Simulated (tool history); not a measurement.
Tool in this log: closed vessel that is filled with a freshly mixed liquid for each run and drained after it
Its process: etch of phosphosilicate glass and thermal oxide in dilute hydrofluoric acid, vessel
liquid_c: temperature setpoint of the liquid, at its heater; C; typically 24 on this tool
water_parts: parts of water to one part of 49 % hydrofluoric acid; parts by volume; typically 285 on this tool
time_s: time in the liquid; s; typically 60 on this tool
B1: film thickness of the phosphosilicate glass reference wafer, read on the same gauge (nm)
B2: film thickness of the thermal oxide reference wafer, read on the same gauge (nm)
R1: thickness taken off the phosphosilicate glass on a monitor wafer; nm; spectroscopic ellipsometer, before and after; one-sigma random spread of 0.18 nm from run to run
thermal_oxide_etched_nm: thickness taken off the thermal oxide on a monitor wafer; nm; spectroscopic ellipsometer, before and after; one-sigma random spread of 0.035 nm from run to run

{"run": 1, "hour": 0.0, "liquid_c": 24, "water_parts": 285, "time_s": 60, "B1": 80.01, "B2": 70.015, "R1": 25.66, "thermal_oxide_etched_nm": 0.524}
{"run": 2, "hour": 11.8, "liquid_c": 24, "water_parts": 285, "time_s": 60, "B1": 79.99, "B2": 69.984, "R1": 25.68, "thermal_oxide_etched_nm": 0.489}
{"run": 3, "hour": 27.9, "liquid_c": 21.5, "water_parts": 285, "time_s": 60, "B1": 79.97, "B2": 70.004, "R1": 23.16, "thermal_oxide_etched_nm": 0.509}
{"run": 4, "hour": 40.7, "liquid_c": 21.5, "water_parts": 285, "time_s": 60, "B1": 80.02, "B2": 70, "R1": 23.05, "thermal_oxide_etched_nm": 0.511}
{"run": 5, "hour": 47.4, "liquid_c": 24, "water_parts": 340, "time_s": 60, "B1": 79.97, "B2": 69.993, "R1": 19.99, "thermal_oxide_etched_nm": 0.399}
{"run": 6, "hour": 64.6, "liquid_c": 24, "water_parts": 285, "time_s": 60, "B1": 79.98, "B2": 69.974, "R1": 25.08, "thermal_oxide_etched_nm": 0.563}
{"run": 7, "hour": 74.0, "liquid_c": 24, "water_parts": 285, "time_s": 60, "B1": 80, "B2": 69.965, "R1": 25.17, "thermal_oxide_etched_nm": 0.521}
{"run": 8, "hour": 84.7, "liquid_c": 24, "water_parts": 285, "time_s": 60, "B1": 79.98, "B2": 69.971, "R1": 25.02, "thermal_oxide_etched_nm": 0.512}
{"run": 9, "hour": 97.0, "liquid_c": 24, "water_parts": 285, "time_s": 60, "B1": 80, "B2": 69.985, "R1": 25.02, "thermal_oxide_etched_nm": 0.579}
{"run": 10, "hour": 111.4, "liquid_c": 20, "water_parts": 340, "time_s": 75, "B1": 80.02, "B2": 69.982, "R1": 21.28, "thermal_oxide_etched_nm": 0.494}
{"hour": 114.2, "done": "thermometer replaced"}
{"run": 11, "hour": 120.4, "liquid_c": 20, "water_parts": 365, "time_s": 60, "B1": 79.97, "B2": 69.991, "R1": 17.11, "thermal_oxide_etched_nm": 0.359}
{"hour": 130.0, "done": "gauge calibrated"}
{"hour": 146.0, "done": "hydrofluoric acid flow meter replaced"}
{"run": 12, "hour": 155.8, "liquid_c": 20.5, "water_parts": 285, "time_s": 90, "B1": 80, "B2": 70.016, "R1": 42.59, "thermal_oxide_etched_nm": 0.935}
{"run": 13, "hour": 166.4, "liquid_c": 28.5, "water_parts": 285, "time_s": 60, "B1": 79.99, "B2": 70.007, "R1": 37.58, "thermal_oxide_etched_nm": 0.85}
{"run": 14, "hour": 176.6, "liquid_c": 24, "water_parts": 285, "time_s": 60, "B1": 79.96, "B2": 70.017, "R1": 31.76, "thermal_oxide_etched_nm": 0.663}
{"run": 15, "hour": 188.0, "liquid_c": 27.5, "water_parts": 235, "time_s": 75, "B1": 80.02, "B2": 70.003, "R1": 57.14, "thermal_oxide_etched_nm": 1.233}
{"run": 16, "hour": 195.0, "liquid_c": 24, "water_parts": 410, "time_s": 80, "B1": 79.98, "B2": 69.987, "R1": 26.13, "thermal_oxide_etched_nm": 0.609}

Below are 4 alternative next runs, each starting from the tool's condition after run 16. Predict each:
{"run": "A", "hour": 195.7, "liquid_c": 24, "water_parts": 230, "time_s": 60, "B1": "?", "B2": "?", "R1": "?", "thermal_oxide_etched_nm": "?"}
{"run": "B", "hour": 195.7, "liquid_c": 24, "water_parts": 285, "time_s": 95, "B1": "?", "B2": "?", "R1": "?", "thermal_oxide_etched_nm": "?"}
{"run": "C", "hour": 195.7, "liquid_c": 24, "water_parts": 220, "time_s": 60, "B1": "?", "B2": "?", "R1": "?", "thermal_oxide_etched_nm": "?"}
{"run": "D", "hour": 195.7, "liquid_c": 24, "water_parts": 285, "time_s": 30, "B1": "?", "B2": "?", "R1": "?", "thermal_oxide_etched_nm": "?"}

run=A B1=80 B2=70.006 R1=41.38 thermal_oxide_etched_nm=0.832
run=B B1=80 B2=70.006 R1=50.01 thermal_oxide_etched_nm=1.006
run=C B1=80 B2=70.006 R1=43.71 thermal_oxide_etched_nm=0.879
run=D B1=80 B2=70.006 R1=15.79 thermal_oxide_etched_nm=0.318
With the hidden condition removed and each run's random variation left untouched, the same runs would have given:
run=A R1=43.09 thermal_oxide_etched_nm=0.867
run=B R1=52.07 thermal_oxide_etched_nm=1.047
run=C R1=45.52 thermal_oxide_etched_nm=0.916
run=D R1=16.44 thermal_oxide_etched_nm=0.331
